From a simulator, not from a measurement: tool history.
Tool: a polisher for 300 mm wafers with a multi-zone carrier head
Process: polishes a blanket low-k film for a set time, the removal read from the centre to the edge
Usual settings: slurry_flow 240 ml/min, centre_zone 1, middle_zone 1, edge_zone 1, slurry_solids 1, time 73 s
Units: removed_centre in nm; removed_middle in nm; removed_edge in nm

| run | hour | slurry_flow | centre_zone | middle_zone | edge_zone | slurry_solids | time | wafers since the last listed run | wafers polished on this pad | hours since the slurry nozzle was cleaned | hours since the centre zone pressure was calibrated | hours since the edge zone pressure was calibrated | hours since the carrier head's membrane was replaced | incoming thickness of the incoming film, nm | removed_centre | removed_middle | removed_edge |
|---|---|---|---|---|---|---|---|---|---|---|---|---|---|---|---|---|---|
| 1 | 0 | 240 | 0.91 | 1 | 1 | 1 | 73 | 0 | 534 | 376.9 | 561.9 | 418.2 | 1031.6 | 340.7 | 30.3 | 34.1 | 33.5 |
| 2 | 101.3 | 240 | 0.91 | 1 | 1 | 1 | 73 | 951 | 1486 | 478.2 | 663.2 | 519.5 | 1132.9 | 336.8 | 29 | 33.3 | 33.5 |
|  | 127.8 | slurry nozzle cleaned |
| 3 | 141.1 | 240 | 1 | 1 | 1 | 1 | 73 | 364 | 1850 | 13.3 | 703 | 559.3 | 1172.7 | 343.6 | 35.2 | 36.5 | 36 |
| 4 | 212.8 | 240 | 1 | 1 | 1 | 1 | 73 | 673 | 2524 | 85 | 774.7 | 631 | 1244.4 | 345.8 | 36 | 36 | 35.5 |
| 5 | 306.2 | 240 | 1 | 1 | 1 | 1 | 73 | 877 | 3401 | 178.4 | 868.1 | 724.4 | 1337.8 | 334.2 | 35.3 | 35.1 | 35.8 |
| 6 | 379.3 | 240 | 1 | 1 | 1.11 | 1 | 73 | 686 | 4088 | 251.5 | 941.2 | 797.5 | 1410.9 | 343.8 | 33.8 | 35.9 | 36.4 |
|  | 401.9 | worn pad replaced by a new one |
| 7 | 424.4 | 285 | 1 | 1 | 1 | 1 | 73 | 386 | 211 | 296.6 | 986.3 | 842.6 | 1456 | 338.2 | 34.4 | 35.8 | 35.1 |
| 8 | 461.2 | 240 | 1.05 | 1 | 1 | 1 | 73 | 345 | 557 | 333.4 | 1023.1 | 879.4 | 1492.8 | 344.5 | 35.4 | 35 | 34.2 |
|  | 666.3 | carrier head's membrane replaced by a new one |
|  | 667 | slurry nozzle cleaned |
| 9 | 702.9 | 185 | 1 | 1 | 1 | 1 | 59 | 2217 | 2774 | 35.9 | 1264.8 | 1121.1 | 36.6 | 339.6 | 27.6 | 28 | 27.3 |
|  | 772.6 | edge zone pressure recalibrated |
| 10 | 797.8 | 285 | 1 | 0.96 | 1 | 0.9 | 97 | 872 | 3647 | 130.8 | 1359.7 | 25.2 | 131.5 | 342.4 | 45.4 | 45.1 | 44.9 |
| 11 | 874.5 | 240 | 1 | 1.08 | 1 | 1 | 55 | 720 | 4368 | 207.5 | 1436.4 | 101.9 | 208.2 | 336.4 | 26 | 29.4 | 26.4 |
|  | 894.7 | worn pad replaced by a new one |
| 12 | 936.9 | 240 | 1 | 1 | 1 | 1 | 73 | 548 | 396 | 269.9 | 1498.8 | 164.3 | 270.6 | 337 | 34.2 | 35.5 | 35 |
|  | 950.3 | centre zone pressure recalibrated |
| 13 | 997 | 185 | 1 | 1 | 1 | 1 | 59 | 545 | 942 | 330 | 46.7 | 224.4 | 330.7 | 346.5 | 26.2 | 26.6 | 27.2 |
| 14 | 1048 | 240 | 1 | 1 | 0.91 | 1 | 59 | 479 | 1421 | 381 | 97.7 | 275.4 | 381.7 | 339.8 | 26.8 | 28 | 26.5 |
| 15 | 1095.1 | 240 | 1 | 1.05 | 0.92 | 1 | 66 | 442 | 1863 | 428.1 | 144.8 | 322.5 | 428.8 | 339.5 | 30 | 32.5 | 29.6 |
| 16 | 1153.9 | 240 | 0.9 | 0.95 | 1.06 | 1 | 73 | 552 | 2416 | 486.9 | 203.6 | 381.3 | 487.6 | 335.1 | 29.3 | 32.1 | 34.5 |
|  | 1201.1 | slurry nozzle cleaned |
| 17 | 1231.7 | 285 | 1 | 1 | 0.94 | 0.75 | 73 | 721 | 3138 | 30.6 | 281.4 | 459.1 | 565.4 | 341.6 | 30.6 | 31.4 | 29.6 |
|  | 1491.3 | worn pad replaced by a new one |
| 18 | 1497.3 | 240 | 1 | 0.94 | 1 | 1 | 48 | 2457 | 56 | 296.2 | 547 | 724.7 | 831 | 337.5 | 22.1 | 21.5 | 22.4 |
| 19 | 1602.4 | 160 | 1 | 1 | 1 | 1 | 73 | 987 | 1044 | 401.3 | 652.1 | 829.8 | 936.1 | 339.5 | 29 | 30 | 31 |
| 20 | 1689.3 | 315 | 1 | 1 | 1 | 1.1 | 73 | 816 | 1860 | 488.2 | 739 | 916.7 | 1023 | 344.6 | 34.3 | 36.3 | 35.9 |

The tool's hidden state at each run:
removal rate lost through wear of the pad, %: 0 in every run
deviation of the centre zone's pressure from its setpoint, %: 0 in every run
deviation of the edge zone's pressure from its setpoint, %: 0 in every run
H1: slurry flow missing at the pad, %
| run | H1 |
|---|---|
| 1 | 32.7 |
| 2 | 40.4 |
| 3 | 4.11 |
| 4 | 9.52 |
| 5 | 16.6 |
| 6 | 22.1 |
| 7 | 25.5 |
| 8 | 28.3 |
| 9 | 3.43 |
| 10 | 10.6 |
| 11 | 16.4 |
| 12 | 21.1 |
| 13 | 25.6 |
| 14 | 29.5 |
| 15 | 33 |
| 16 | 37.5 |
| 17 | 8.15 |
| 18 | 28.2 |
| 19 | 36.1 |
| 20 | 42.7 |
